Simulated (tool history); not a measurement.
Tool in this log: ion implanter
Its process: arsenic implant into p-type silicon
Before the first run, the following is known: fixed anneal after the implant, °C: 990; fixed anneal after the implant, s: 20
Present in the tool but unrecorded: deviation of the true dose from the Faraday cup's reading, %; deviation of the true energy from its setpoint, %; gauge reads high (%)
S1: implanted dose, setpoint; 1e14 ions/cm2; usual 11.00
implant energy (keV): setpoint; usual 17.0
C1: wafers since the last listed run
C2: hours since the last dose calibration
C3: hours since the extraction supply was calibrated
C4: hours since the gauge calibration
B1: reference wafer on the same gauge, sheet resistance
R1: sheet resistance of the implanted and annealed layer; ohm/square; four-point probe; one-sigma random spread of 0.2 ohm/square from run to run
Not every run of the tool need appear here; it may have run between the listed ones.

Run 1, day 0.000: usual settings; C1 0; C2 1503.8; C3 2692.1; C4 186.8; B1 129.79. Result: R1 136.65 ohm/square.
Run 2, day 0.500: usual settings; C1 216; C2 1515.8; C3 2704.1; C4 198.8; B1 129.77. Result: R1 137.29 ohm/square.
Run 3, day 0.762: usual settings; C1 113; C2 1522.1; C3 2710.4; C4 205.1; B1 129.82. Result: R1 137.30 ohm/square.
Run 4, day 1.117: usual settings; C1 153; C2 1530.6; C3 2718.9; C4 213.6; B1 129.76. Result: R1 137.28 ohm/square.
Run 5, day 2.162: usual settings; C1 452; C2 1555.7; C3 2744.0; C4 238.7; B1 129.84. Result: R1 136.81 ohm/square.
Run 6, day 2.462: usual settings but implant energy (keV) 18.5; C1 129; C2 1562.9; C3 2751.2; C4 245.9; B1 129.85. Result: R1 133.36 ohm/square.
Run 7, day 2.946: usual settings but implant energy (keV) 18.5; C1 209; C2 1574.5; C3 2762.8; C4 257.5; B1 129.87. Result: R1 133.66 ohm/square.
Run 8, day 3.550: usual settings but implant energy (keV) 13.0; C1 261; C2 1589.0; C3 2777.3; C4 272.0; B1 129.82. Result: R1 146.92 ohm/square.
Run 9, day 4.200: usual settings but implant energy (keV) 13.0; C1 281; C2 1604.6; C3 2792.9; C4 287.6; B1 129.87. Result: R1 147.29 ohm/square.
Run 10, day 5.275: usual settings but implant energy (keV) 13.0; C1 465; C2 1630.4; C3 2818.7; C4 313.4; B1 129.82. Result: R1 147.23 ohm/square.
At day 5.317: gauge calibrated.
Run 11, day 5.571: usual settings; C1 128; C2 1637.5; C3 2825.8; C4 6.1; B1 129.19. Result: R1 136.79 ohm/square.
Run 12, day 6.000: usual settings but implant energy (keV) 13.0; C1 185; C2 1647.8; C3 2836.1; C4 16.4; B1 129.29. Result: R1 146.50 ohm/square.
Run 13, day 6.329: usual settings but S1 12.53 1e14 ions/cm2, implant energy (keV) 19.5; C1 142; C2 1655.7; C3 2844.0; C4 24.3; B1 129.39. Result: R1 124.68 ohm/square.
At day 6.733: Faraday cup replaced and dose calibrated.
Run 14, day 6.771: usual settings but S1 12.95 1e14 ions/cm2, implant energy (keV) 11.0; C1 46; C2 0.9; C3 2854.6; C4 34.9; B1 129.53. Result: R1 145.67 ohm/square.
Run 15, day 7.021: usual settings but S1 9.57 1e14 ions/cm2; C1 108; C2 6.9; C3 2860.6; C4 40.9; B1 129.52. Result: R1 144.93 ohm/square.
Run 16, day 7.704: usual settings but S1 14.15 1e14 ions/cm2, implant energy (keV) 12.0; C1 295; C2 23.3; C3 2877.0; C4 57.3; B1 129.65. Result: R1 139.66 ohm/square.
Run 17, day 7.962: usual settings but implant energy (keV) 12.0; C1 111; C2 29.5; C3 2883.2; C4 63.5; B1 129.66. Result: R1 149.51 ohm/square.
At day 8.521: extraction supply calibrated.
Run 18, day 8.633: usual settings but S1 9.81 1e14 ions/cm2; C1 146; C2 45.6; C3 2.7; C4 79.6; B1 129.73. Result: R1 143.55 ohm/square.
Run 19, day 9.242: usual settings; C1 263; C2 60.2; C3 17.3; C4 94.2; B1 129.81. Result: R1 137.13 ohm/square.
Run 20, day 9.588: usual settings but implant energy (keV) 21.0; C1 149; C2 68.5; C3 25.6; C4 102.5; B1 129.79. Result: R1 128.37 ohm/square.
Run 21, day 9.967: usual settings; C1 164; C2 77.6; C3 34.7; C4 111.6; B1 129.87. Result: R1 137.09 ohm/square.
Run 22, day 10.658: usual settings but S1 10.13 1e14 ions/cm2, implant energy (keV) 20.5; C1 299; C2 94.2; C3 51.3; C4 128.2; B1 129.88. Result: R1 134.38 ohm/square.
Run 23, day 12.654: usual settings; C1 863; C2 142.1; C3 99.2; C4 176.1; B1 130.02. Result: R1 137.14 ohm/square.

Branching from run 23: 3 alternative next runs. What would each branch give?
Run A, day 12.671: usual settings but S1 12.22 1e14 ions/cm2; C1 7; C2 142.5; C3 99.6; C4 176.5; B1 ?. Result: R1 ?.
Run B, day 12.671: usual settings but S1 14.27 1e14 ions/cm2, implant energy (keV) 11.0; C1 7; C2 142.5; C3 99.6; C4 176.5; B1 ?. Result: R1 ?.
Run C, day 12.671: usual settings but S1 9.26 1e14 ions/cm2; C1 7; C2 142.5; C3 99.6; C4 176.5; B1 ?. Result: R1 ?.

run      B1      R1
  A  130.08  132.10
  B  130.08  142.53
  C  130.08  147.58
With the hidden condition removed and each run's random variation left untouched, the same runs would have given:
run      R1
  A  131.05
  B  141.39
  C  146.40
